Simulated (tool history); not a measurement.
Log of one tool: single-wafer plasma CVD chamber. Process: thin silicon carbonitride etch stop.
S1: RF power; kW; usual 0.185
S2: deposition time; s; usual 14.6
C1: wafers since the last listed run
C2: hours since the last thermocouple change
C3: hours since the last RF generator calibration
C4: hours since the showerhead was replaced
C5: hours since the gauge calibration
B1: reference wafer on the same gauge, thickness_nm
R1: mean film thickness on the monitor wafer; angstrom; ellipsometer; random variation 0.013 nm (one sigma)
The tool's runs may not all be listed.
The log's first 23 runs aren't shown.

run,day,S1,S2,C1,C2,C3,C4,C5,B1,R1
# day 14.046: showerhead replaced
24,14.117,0.185,14.6,214,56.4,153.3,1.7,64.7,9.670,88.79
25,14.575,0.215,16.7,337,67.4,164.3,12.7,75.7,9.667,104.77
26,16.792,0.175,16.8,1632,120.6,217.5,65.9,128.9,9.672,100.47
27,17.254,0.170,17.2,340,131.7,228.6,77.0,140.0,9.675,102.10
28,17.900,0.165,17.2,475,147.2,244.1,92.5,155.5,9.673,101.35
29,18.304,0.150,15.5,297,156.9,253.8,102.2,165.2,9.672,89.70
30,19.017,0.200,13.0,524,174.0,270.9,119.3,182.3,9.669,80.10
31,19.479,0.205,12.5,340,185.1,282.0,130.4,193.4,9.669,77.36
32,19.992,0.185,14.6,377,197.4,294.3,142.7,205.7,9.668,88.40

Forecast run 33:
33,20.488,0.170,12.6,365,209.3,306.2,154.6,217.6,?,?

Run 33 gave B1 9.670, R1 74.77 angstrom.
Without the tool's hidden state the same run would have given R1 75.26 angstrom.
